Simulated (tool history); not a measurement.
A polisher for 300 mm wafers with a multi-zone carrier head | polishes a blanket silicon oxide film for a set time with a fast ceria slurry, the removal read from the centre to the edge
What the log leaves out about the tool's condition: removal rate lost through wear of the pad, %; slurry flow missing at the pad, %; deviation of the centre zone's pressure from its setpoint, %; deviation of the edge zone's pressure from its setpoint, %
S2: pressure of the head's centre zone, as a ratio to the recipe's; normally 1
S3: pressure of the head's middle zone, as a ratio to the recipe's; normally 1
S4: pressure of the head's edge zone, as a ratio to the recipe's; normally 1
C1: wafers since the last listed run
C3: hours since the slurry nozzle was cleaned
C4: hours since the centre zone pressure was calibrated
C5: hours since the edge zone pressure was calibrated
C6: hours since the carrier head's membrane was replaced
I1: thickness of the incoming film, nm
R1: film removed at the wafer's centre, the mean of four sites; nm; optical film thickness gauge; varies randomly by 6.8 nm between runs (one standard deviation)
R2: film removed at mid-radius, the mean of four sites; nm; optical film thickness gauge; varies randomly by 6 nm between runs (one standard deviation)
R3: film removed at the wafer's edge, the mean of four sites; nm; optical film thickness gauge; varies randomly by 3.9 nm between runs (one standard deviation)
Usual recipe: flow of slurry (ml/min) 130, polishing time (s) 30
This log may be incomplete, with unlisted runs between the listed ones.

run 1 hour=0 | flow_of_slurry_(ml/min)=130 S2=1 S3=1 S4=1 polishing_time_(s)=30 | C1=0 wafers_polished_on_this_pad=501 C3=385.1 C4=65.1 C5=542.8 C6=1740.2 | I1=1991.2 | R1=443.9 R2=432 R3=430.3
run 2 hour=86.6 | flow_of_slurry_(ml/min)=130 S2=1 S3=1 S4=1 polishing_time_(s)=30 | C1=744 wafers_polished_on_this_pad=1245 C3=471.7 C4=151.7 C5=629.4 C6=1826.8 | I1=1953.1 | R1=428.7 R2=410.4 R3=424.1
-- hour=118.6 slurry nozzle cleaned
run 3 hour=126.2 | flow_of_slurry_(ml/min)=130 S2=1 S3=1 S4=1 polishing_time_(s)=30 | C1=331 wafers_polished_on_this_pad=1577 C3=7.6 C4=191.3 C5=669 C6=1866.4 | I1=1988.4 | R1=489.1 R2=459.5 R3=455.6
-- hour=161.5 worn pad replaced by a new one
run 4 hour=189.3 | flow_of_slurry_(ml/min)=130 S2=1 S3=1 S4=1 polishing_time_(s)=30 | C1=507 wafers_polished_on_this_pad=238 C3=70.7 C4=254.4 C5=732.1 C6=1929.5 | I1=1978.8 | R1=515 R2=457.2 R3=452.1
run 5 hour=241.7 | flow_of_slurry_(ml/min)=130 S2=1 S3=1 S4=1 polishing_time_(s)=30 | C1=450 wafers_polished_on_this_pad=688 C3=123.1 C4=306.8 C5=784.5 C6=1981.9 | I1=1965.7 | R1=502.8 R2=458.2 R3=456.2
-- hour=280.9 centre zone pressure recalibrated
run 6 hour=304.9 | flow_of_slurry_(ml/min)=130 S2=1.05 S3=1 S4=1 polishing_time_(s)=30 | C1=525 wafers_polished_on_this_pad=1214 C3=186.3 C4=24 C5=847.7 C6=2045.1 | I1=1921.4 | R1=472.4 R2=464.3 R3=452
-- hour=307.1 edge zone pressure recalibrated
run 7 hour=331.9 | flow_of_slurry_(ml/min)=130 S2=1.05 S3=1 S4=1 polishing_time_(s)=30 | C1=214 wafers_polished_on_this_pad=1429 C3=213.3 C4=51 C5=24.8 C6=2072.1 | I1=1966.2 | R1=481.4 R2=448.4 R3=453.3
run 8 hour=369.4 | flow_of_slurry_(ml/min)=130 S2=0.97 S3=1 S4=1 polishing_time_(s)=37 | C1=322 wafers_polished_on_this_pad=1751 C3=250.8 C4=88.5 C5=62.3 C6=2109.6 | I1=1962.6 | R1=577.8 R2=558.6 R3=550.9
-- hour=386.3 worn pad replaced by a new one
run 9 hour=432.8 | flow_of_slurry_(ml/min)=130 S2=1 S3=1 S4=1.1 polishing_time_(s)=30 | C1=510 wafers_polished_on_this_pad=399 C3=314.2 C4=151.9 C5=125.7 C6=2173 | I1=1937 | R1=470.1 R2=431.8 R3=460.4
-- hour=456.1 carrier head's membrane replaced by a new one
run 10 hour=471.3 | flow_of_slurry_(ml/min)=130 S2=1 S3=1 S4=1 polishing_time_(s)=30 | C1=287 wafers_polished_on_this_pad=687 C3=352.7 C4=190.4 C5=164.2 C6=15.2 | I1=1967.6 | R1=462.1 R2=430.6 R3=439.4
run 11 hour=502.7 | flow_of_slurry_(ml/min)=130 S2=1 S3=1 S4=1 polishing_time_(s)=30 | C1=269 wafers_polished_on_this_pad=956 C3=384.1 C4=221.8 C5=195.6 C6=46.6 | I1=1931.2 | R1=466.7 R2=446.1 R3=433.7
run 12 hour=570.2 | flow_of_slurry_(ml/min)=130 S2=0.96 S3=1 S4=0.92 polishing_time_(s)=30 | C1=580 wafers_polished_on_this_pad=1537 C3=451.6 C4=289.3 C5=263.1 C6=114.1 | I1=1948 | R1=440.7 R2=426.8 R3=418.9
-- hour=593.4 worn pad replaced by a new one
run 13 hour=611.2 | flow_of_slurry_(ml/min)=130 S2=1 S3=1 S4=1 polishing_time_(s)=30 | C1=317 wafers_polished_on_this_pad=152 C3=492.6 C4=330.3 C5=304.1 C6=155.1 | I1=1944.4 | R1=441.6 R2=420.7 R3=425.7
-- hour=621.6 slurry nozzle cleaned
-- hour=671.6 centre zone pressure recalibrated
run 14 hour=675.2 | flow_of_slurry_(ml/min)=130 S2=0.91 S3=1 S4=0.92 polishing_time_(s)=30 | C1=524 wafers_polished_on_this_pad=676 C3=53.6 C4=3.6 C5=368.1 C6=219.1 | I1=1975.9 | R1=425.1 R2=456.8 R3=428.7
run 15 hour=720.8 | flow_of_slurry_(ml/min)=130 S2=1 S3=1 S4=1 polishing_time_(s)=30 | C1=391 wafers_polished_on_this_pad=1068 C3=99.2 C4=49.2 C5=413.7 C6=264.7 | I1=1956.5 | R1=489.6 R2=448.1 R3=456.4
run 16 hour=754.3 | flow_of_slurry_(ml/min)=130 S2=1 S3=0.96 S4=0.92 polishing_time_(s)=39 | C1=287 wafers_polished_on_this_pad=1356 C3=132.7 C4=82.7 C5=447.2 C6=298.2 | I1=1978 | R1=634.8 R2=575.8 R3=564.9
run 17 hour=788.5 | flow_of_slurry_(ml/min)=130 S2=1 S3=0.97 S4=1.09 polishing_time_(s)=21 | C1=293 wafers_polished_on_this_pad=1650 C3=166.9 C4=116.9 C5=481.4 C6=332.4 | I1=1974.1 | R1=346.6 R2=306 R3=325.4
run 18 hour=824.6 | flow_of_slurry_(ml/min)=130 S2=0.89 S3=1 S4=1 polishing_time_(s)=30 | C1=310 wafers_polished_on_this_pad=1960 C3=203 C4=153 C5=517.5 C6=368.5 | I1=1943.4 | R1=439.9 R2=450.9 R3=453.8
-- hour=846.5 worn pad replaced by a new one
run 19 hour=889 | flow_of_slurry_(ml/min)=145 S2=1.11 S3=1 S4=1 polishing_time_(s)=27 | C1=519 wafers_polished_on_this_pad=365 C3=267.4 C4=217.4 C5=581.9 C6=432.9 | I1=1942.2 | R1=505.1 R2=418.5 R3=406.4
run 20 hour=939.8 | flow_of_slurry_(ml/min)=130 S2=0.9 S3=1.12 S4=1.04 polishing_time_(s)=30 | C1=436 wafers_polished_on_this_pad=802 C3=318.2 C4=268.2 C5=632.7 C6=483.7 | I1=1989.5 | R1=446.5 R2=483 R3=437.4
run 21 hour=989.7 | flow_of_slurry_(ml/min)=150 S2=0.96 S3=1 S4=1 polishing_time_(s)=38 | C1=428 wafers_polished_on_this_pad=1230 C3=368.1 C4=318.1 C5=682.6 C6=533.6 | I1=1966.2 | R1=633.7 R2=570.9 R3=554.4
-- hour=1075.1 worn pad replaced by a new one
run 22 hour=1084.8 | flow_of_slurry_(ml/min)=130 S2=1 S3=0.96 S4=0.92 polishing_time_(s)=27 | C1=782 wafers_polished_on_this_pad=83 C3=463.2 C4=413.2 C5=777.7 C6=628.7 | I1=1948.1 | R1=423.6 R2=372 R3=366.7

Selected run-to-run steps in R1, each split into two signed amounts: the part the tool would show with no hidden state at all (from settings, incoming material and random variation), and the remainder, which goes to the hidden state together with any gauge scatter not common to the measured and the hidden-state-free results:
Run 2 -> 3: slurry nozzle cleaned. R1 +60.4 nm: hidden state +58.7, all else +1.7.
Run 5 -> 6: S2 1 -> 1.05, centre zone pressure recalibrated. R1 -30.4 nm: hidden state -54.2, all else +23.8.
Run 16 -> 17: S3 0.96 -> 0.97, S4 0.92 -> 1.09, polishing time (s) 39 -> 21. R1 -288.2 nm: hidden state -15.2, all else -273.
Run 21 -> 22: flow of slurry (ml/min) 150 -> 130, S2 0.96 -> 1, S3 1 -> 0.96, S4 1 -> 0.92, polishing time (s) 38 -> 27, worn pad replaced by a new one. R1 -210.1 nm: hidden state -34.7, all else -175.4.
